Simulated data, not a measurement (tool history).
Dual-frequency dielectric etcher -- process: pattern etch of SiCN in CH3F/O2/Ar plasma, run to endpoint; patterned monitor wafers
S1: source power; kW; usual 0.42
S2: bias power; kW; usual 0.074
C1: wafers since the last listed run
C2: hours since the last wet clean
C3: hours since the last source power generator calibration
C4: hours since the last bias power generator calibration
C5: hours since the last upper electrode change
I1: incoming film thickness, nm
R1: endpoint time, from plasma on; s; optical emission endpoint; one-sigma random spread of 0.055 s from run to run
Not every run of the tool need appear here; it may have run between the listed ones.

run	hour	S1	S2	C1	C2	C3	C4	C5	I1	R1
1	0	0.42	0.074	0	295.8	3392.4	2288.6	1365.5	6.7	18.7
2	41.3	0.42	0.074	843	337.1	3433.7	2329.9	1406.8	6.71	18.8
3	91.1	0.42	0.074	1016	386.9	3483.5	2379.7	1456.6	6.71	18.8
4	148.9	0.42	0.074	1179	444.7	3541.3	2437.5	1514.4	6.74	18.8
5	205.8	0.42	0.074	1161	501.6	3598.2	2494.4	1571.3	6.75	19
# hour 287.2: wet clean of the chamber
6	289.8	0.42	0.074	1224	2.6	3682.2	2578.4	1655.3	6.71	18.5
7	389.9	0.42	0.074	2043	102.7	3782.3	2678.5	1755.4	6.69	18.6
8	449.9	0.42	0.074	1224	162.7	3842.3	2738.5	1815.4	6.63	18.5
9	491	0.42	0.074	838	203.8	3883.4	2779.6	1856.5	6.71	18.6
10	571.2	0.42	0.074	1637	284	3963.6	2859.8	1936.7	6.67	18.8
11	627.1	0.42	0.074	1141	339.9	4019.5	2915.7	1992.6	6.69	18.8
12	697	0.42	0.074	1426	409.8	4089.4	2985.6	2062.5	6.69	18.7
13	765.5	0.42	0.074	1398	478.3	4157.9	3054.1	2131	6.71	19
14	811.2	0.42	0.074	932	524	4203.6	3099.8	2176.7	6.69	18.9
15	900.5	0.51	0.068	1822	613.3	4292.9	3189.1	2266	6.71	18.1
# hour 949.6: wet clean of the chamber
# hour 959.6: bias power generator calibrated
16	967	0.48	0.074	785	17.4	4359.4	7.4	2332.5	6.72	17.4
17	1038.1	0.42	0.069	1451	88.5	4430.5	78.5	2403.6	6.7	18.9
18	1251.8	0.5	0.087	4362	302.2	4644.2	292.2	2617.3	6.72	16.3
19	1292.8	0.37	0.069	836	343.2	4685.2	333.2	2658.3	6.72	20.3
# hour 1335.6: source power generator calibrated
20	1381.5	0.42	0.074	1729	431.9	45.9	421.9	2747	6.74	18.8
21	1457.8	0.42	0.066	1557	508.2	122.2	498.2	2823.3	6.67	19.5
22	1510.1	0.37	0.08	1067	560.5	174.5	550.5	2875.6	6.72	19.4
23	1549.8	0.45	0.065	810	600.2	214.2	590.2	2915.3	6.67	19.1
# hour 1596.8: wet clean of the chamber
24	1608.1	0.36	0.074	700	11.3	272.5	648.5	2973.6	6.65	19.5
# hour 1666.2: upper electrode replaced
25	1855.6	0.42	0.074	4562	258.8	520	896	189.4	6.77	18.7
26	1920.8	0.35	0.062	1330	324	585.2	961.2	254.6	6.7	21.3
27	1975.1	0.45	0.091	1108	378.3	639.5	1015.5	308.9	6.65	16.7
28	2081.4	0.45	0.086	2169	484.6	745.8	1121.8	415.2	6.6	17
29	2145.4	0.39	0.066	1306	548.6	809.8	1185.8	479.2	6.69	20.3
30	2185.1	0.36	0.074	810	588.3	849.5	1225.5	518.9	6.7	20.2
# hour 2217.9: wet clean of the chamber
31	2223.5	0.35	0.057	293	5.6	887.9	1263.9	557.3	6.78	22.2
32	2321.4	0.42	0.074	1998	103.5	985.8	1361.8	655.2	6.62	18.3
33	2378	0.34	0.092	1155	160.1	1042.4	1418.4	711.8	6.67	18.8
34	2476.8	0.42	0.06	2016	258.9	1141.2	1517.2	810.6	6.69	20.1
35	2582.5	0.32	0.074	2157	364.6	1246.9	1622.9	916.3	6.73	21.3

Here are 4 independent what-if runs from the current tool condition. What would each one return?
A	2582.9	0.37	0.074	8	365	1247.3	1623.3	916.7	6.69	?
B	2582.9	0.37	0.088	8	365	1247.3	1623.3	916.7	6.69	?
C	2582.9	0.39	0.063	8	365	1247.3	1623.3	916.7	6.69	?
D	2582.9	0.46	0.061	8	365	1247.3	1623.3	916.7	6.69	?

run	R1
A	19.8
B	18.6
C	20.5
D	19.3
Without the tool's hidden state the same runs would have given:
run	R1
A	19.2
B	18
C	19.9
D	18.7
